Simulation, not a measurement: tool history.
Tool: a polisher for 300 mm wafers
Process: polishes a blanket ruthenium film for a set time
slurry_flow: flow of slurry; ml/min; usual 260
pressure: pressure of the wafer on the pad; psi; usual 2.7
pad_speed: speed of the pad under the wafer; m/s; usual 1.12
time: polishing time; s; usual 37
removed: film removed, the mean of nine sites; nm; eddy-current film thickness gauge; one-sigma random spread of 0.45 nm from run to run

run     day  slurry_flow  pressure  pad_speed  time  incoming thickness of the incoming film, nm  removed
  1   0.000          260       3.1       1.12    42                                        334.1     75.9
      2.338  -- slurry nozzle cleaned
  2   3.562          260       2.7       1.12    37                                        336.4     57.4
  3   5.825          260       2.7       1.12    37                                        329.8     57.9
      6.142  -- worn pad replaced by a new one
  4  10.267          260       2.7       1.12    37                                        332.6     58.1
  5  12.088          260       2.2       1.12    37                                        332.4     47.2
  6  16.267          260       2.2       1.12    37                                        325.9     47.1
     18.154  -- slurry nozzle cleaned
  7  20.321          260       2.2       1.12    37                                        325.2     46.7
     21.471  -- worn pad replaced by a new one
  8  23.592          260       2.0       0.88    37                                        325.4     34.1
  9  26.617          260       2.0       0.88    37                                        329.1     33.5
 10  28.362          260       2.7       1.12    37                                        332.6     58.0
 11  30.429          260       2.7       1.12    37                                        326.1     58.0
     34.292  -- slurry nozzle cleaned
 12  34.383          350       3.5       1.30    44                                        334.4    105.9
     35.129  -- head pressure recalibrated
     35.225  -- worn pad replaced by a new one
 13  37.050          260       2.0       1.12    37                                        331.1     43.1
 14  40.983          260       2.7       1.12    37                                        325.6     57.5
 15  45.317          260       2.2       1.46    46                                        333.4     76.1
     48.179  -- worn pad replaced by a new one
     48.721  -- slurry nozzle cleaned
 16  49.546          310       3.3       1.28    37                                        332.5     82.2
 17  52.229          325       2.4       1.12    37                                        333.0     52.6
 18  55.950          260       3.6       1.28    37                                        335.9     87.6
 19  59.717          325       2.4       1.12    37                                        324.6     52.1
     62.512  -- worn pad replaced by a new one
 20  62.779          260       2.7       1.12    29                                        331.7     44.4
     64.475  -- slurry nozzle cleaned
 21  65.662          325       2.1       1.12    25                                        331.5     31.0
 22  69.188          260       2.1       1.12    37                                        332.6     45.2
 23  73.167          170       3.0       0.90    49                                        329.7     67.0

Alternative continuations, all from the tool just after run 23; predict every row:
  A  73.183          260       2.7       0.72    37                                        329.8        ?
  B  73.183          235       2.7       1.12    37                                        329.8        ?
  C  73.183          260       2.3       1.12    37                                        329.8        ?
  D  73.183          345       2.1       1.44    24                                        329.8        ?
  E  73.183          260       2.0       1.36    29                                        329.8        ?

run  removed
  A     36.7
  B     56.7
  C     48.6
  D     37.7
  E     40.2
Take away the tool's hidden state, keep each run's random variation, and the runs would have read:
run  removed
  A     36.7
  B     56.7
  C     48.6
  D     37.7
  E     40.2

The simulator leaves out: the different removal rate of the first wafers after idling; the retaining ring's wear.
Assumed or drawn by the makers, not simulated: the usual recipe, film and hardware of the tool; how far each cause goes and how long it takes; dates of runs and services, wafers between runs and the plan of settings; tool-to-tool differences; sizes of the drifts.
